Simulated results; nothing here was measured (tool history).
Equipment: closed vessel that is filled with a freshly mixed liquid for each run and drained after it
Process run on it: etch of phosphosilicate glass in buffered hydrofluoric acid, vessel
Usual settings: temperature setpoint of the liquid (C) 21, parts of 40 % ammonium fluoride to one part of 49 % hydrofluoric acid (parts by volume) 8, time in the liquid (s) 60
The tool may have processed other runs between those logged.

run,hour,temperature setpoint of the liquid (C),parts of 40 % ammonium fluoride to one part of 49 % hydrofluoric acid (parts by volume),time in the liquid (s),wafers since the last listed run,hours since the thermometer was replaced,hours since the hydrofluoric acid flow meter was replaced,hours since the gauge calibration,"read-back film thickness of the phosphosilicate glass reference wafer, read on the same gauge (nm)",thickness taken off the phosphosilicate glass on a monitor wafer (nm)
1,0,21,8,60,0,901.7,389.9,490.3,139.94,284.21
2,100.5,21,8,60,11632,1002.2,490.4,590.8,140.01,287.39
3,206.3,21,8,60,12245,1108,596.2,696.6,140.07,286.01
4,283.4,21,8,60,8923,1185.1,673.3,773.7,140,283.79
5,357.3,21,8,60,8553,1259,747.2,847.6,140.06,284.12
# hour 380: gauge calibrated
6,396.3,21,6.5,60,4513,1298,786.2,16.3,139.98,352.89
7,532.3,21,8,60,15741,1434,922.2,152.3,139.93,289.16
# hour 545.4: thermometer replaced
8,605.6,21,8,60,8368,60.2,995.5,225.6,140.03,284.2
9,664.9,21,9,45,6863,119.5,1054.8,284.9,140.05,187.53
10,748.5,21,8,40,9676,203.1,1138.4,368.5,140.03,190.86
# hour 802.3: hydrofluoric acid flow meter replaced
11,838,24.5,5.5,60,10243,292.6,35.7,458,140.02,490.31
12,877.3,18,10,50,4548,331.9,75,497.3,139.98,165.04
13,973.7,21,11,70,11157,428.3,171.4,593.7,140,249.13
14,1065.9,21,8,60,10671,520.5,263.6,685.9,140.07,286.02
15,1130.9,21,8,60,7523,585.5,328.6,750.9,140.03,285.45
16,1228.1,21,8,60,11250,682.7,425.8,848.1,140.02,284.76

Entry by entry between the runs, the difference in hidden state between the last listed run before and the first listed run after:
From run 5 to run 6: gauge calibrated (hour 380)
  nothing in the hidden state changes from one run to the other
From run 7 to run 8: thermometer replaced (hour 545.4)
  nothing in the hidden state changes from one run to the other
From run 10 to run 11: hydrofluoric acid flow meter replaced (hour 802.3)
  nothing in the hidden state changes from one run to the other
